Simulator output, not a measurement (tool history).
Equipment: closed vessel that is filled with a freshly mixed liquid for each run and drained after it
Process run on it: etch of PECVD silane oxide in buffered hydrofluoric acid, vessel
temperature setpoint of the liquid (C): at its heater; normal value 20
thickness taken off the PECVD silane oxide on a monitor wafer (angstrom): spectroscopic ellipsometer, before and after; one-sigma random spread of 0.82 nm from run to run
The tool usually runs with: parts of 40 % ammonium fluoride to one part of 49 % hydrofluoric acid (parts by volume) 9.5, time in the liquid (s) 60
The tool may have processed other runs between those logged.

run,hour,temperature setpoint of the liquid (C),parts of 40 % ammonium fluoride to one part of 49 % hydrofluoric acid (parts by volume),time in the liquid (s),"read-back film thickness of the PECVD silane oxide reference wafer, read on the same gauge (nm)",thickness taken off the PECVD silane oxide on a monitor wafer (angstrom)
1,0,23.5,9.5,60,90.01,1331.7
2,59.6,23.5,9.5,60,90.02,1359.4
3,97.9,23.5,9.5,60,89.98,1367.3
4,133.3,17,9.5,60,90,941.9
5,157.4,17,9.5,60,89.99,932.9
6,197.1,20,9.5,60,90,1112.5
7,225.7,20,9.5,60,89.99,1113.8
8,286.2,20,9.5,60,89.99,1106.4
9,358,20,9.5,60,89.99,1102.4
10,418.5,20,9.5,60,90,1115.6
11,478.2,20,9.5,60,89.99,1106.5
12,521.3,20,9.5,60,89.98,1111.3
# hour 574.4: gauge calibrated
13,590.3,20,9.5,60,89.99,1114.5
14,641.5,20,9.5,60,90.01,1127.8
15,671.1,20,9.5,60,90.01,1098.4
16,703.5,20,9.5,60,90.01,1104.2
17,744.9,22,9.5,60,90,1221.9
18,776.6,22.5,8,80,90.02,1986.6
# hour 925: hydrofluoric acid flow meter replaced
19,925.5,20,10.5,40,90,684.6
20,952.2,20,9.5,60,89.99,1113.4
21,977.7,20,13,60,90,821.7
22,1029.7,20,6,85,89.98,2459.1
23,1074.6,20,9.5,60,90,1099.3
24,1130.7,20,9.5,60,90.01,1119.6
25,1195.1,17.5,8.5,50,90.01,881.8
26,1262.9,20,9.5,60,90.01,1115
# hour 1290.3: thermometer replaced
27,1315.2,24.5,8.5,70,89.98,1845.1
28,1354,23.5,6.5,30,90,974.1
29,1405.7,23,6,30,90.01,1003.1
30,1473,23,10.5,85,90.02,1706.6
31,1525.8,20,9.5,60,90.01,1116.2
32,1565.2,20,9.5,75,90.03,1383.5
33,1594.9,20,9.5,60,90,1116.5
34,1626.9,20,9.5,60,90,1119

Run-by-run hidden state of the tool:
liquid hotter than its thermometer reads (K): 0 at every run
hydrofluoric acid flow above the setpoint (%): 0 at every run
gauge reads high (%): 0 at every run
